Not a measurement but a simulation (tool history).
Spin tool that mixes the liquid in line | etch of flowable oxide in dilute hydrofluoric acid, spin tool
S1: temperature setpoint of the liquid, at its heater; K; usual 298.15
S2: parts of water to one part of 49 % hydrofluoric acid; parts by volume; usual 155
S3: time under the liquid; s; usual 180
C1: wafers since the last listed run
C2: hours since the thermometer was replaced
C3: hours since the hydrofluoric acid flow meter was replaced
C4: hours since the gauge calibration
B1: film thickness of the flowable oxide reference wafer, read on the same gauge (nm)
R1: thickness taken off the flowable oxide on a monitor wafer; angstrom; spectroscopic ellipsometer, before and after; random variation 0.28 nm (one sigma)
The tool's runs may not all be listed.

run,hour,S1,S2,S3,C1,C2,C3,C4,B1,R1
1,0,298.15,155,180,0,1809.7,2102.6,554.6,30.04,289.3
2,15.9,298.15,155,180,137,1825.6,2118.5,570.5,29.98,291.9
3,24.7,298.15,155,180,76,1834.4,2127.3,579.3,29.99,292.3
4,35.3,298.15,155,180,91,1845,2137.9,589.9,30.01,290.6
5,45.7,298.15,155,180,90,1855.4,2148.3,600.3,30.01,286.8
6,54.2,298.15,155,180,73,1863.9,2156.8,608.8,29.97,291.4
7,65.6,294.65,155,180,98,1875.3,2168.2,620.2,29.97,255.1
8,71.9,294.65,155,180,54,1881.6,2174.5,626.5,29.98,258.5
# hour 80.8: gauge calibrated
9,89.5,302.15,155,180,152,1899.2,2192.1,8.7,30.01,337.5
10,98.4,302.15,155,180,77,1908.1,2201,17.6,29.99,339.2
11,110.2,298.15,85,180,102,1919.9,2212.8,29.4,30.01,566.5
12,124.7,298.15,155,130,125,1934.4,2227.3,43.9,30,214.1
# hour 137.8: thermometer replaced
13,151.7,300.65,120,85,225,13.9,2254.3,70.9,30,202.2
14,168,299.65,155,285,141,30.2,2270.6,87.2,29.98,490.8
15,184.5,293.65,205,95,143,46.7,2287.1,103.7,29.98,93.8
# hour 189.8: hydrofluoric acid flow meter replaced
16,195,298.15,90,275,82,57.2,5.2,114.2,29.96,836.8
17,212.2,302.65,210,230,149,74.4,22.4,131.4,30,301.8
18,224.1,298.15,185,180,103,86.3,34.3,143.3,30.04,234.6
19,230.3,298.15,155,180,53,92.5,40.5,149.5,30.01,298.7
20,243.9,298.15,155,180,117,106.1,54.1,163.1,30.01,292.9
21,258.6,298.15,155,180,127,120.8,68.8,177.8,30.02,290
22,265.3,298.15,230,145,58,127.5,75.5,184.5,29.99,147.8
23,282.2,298.15,205,180,146,144.4,92.4,201.4,30,210.5
24,292.4,298.15,155,180,88,154.6,102.6,211.6,30,288.4
25,306.5,298.15,110,85,122,168.7,116.7,225.7,30,202.7
26,320.1,293.65,220,250,117,182.3,130.3,239.3,29.97,222.1
27,335.8,293.65,155,180,136,198,146,255,29.99,244.8
28,369.2,295.15,175,110,289,231.4,179.4,288.4,30.01,136.3
29,376.9,298.15,155,180,66,239.1,187.1,296.1,30,291.2

Run 30 comes next. What will it give?
30,389.8,298.15,195,180,111,252,200,309,?,?

Run 30 gave B1 30.01, R1 216.1 angstrom.
Without the tool's hidden state the same run would have given R1 216.1 angstrom.
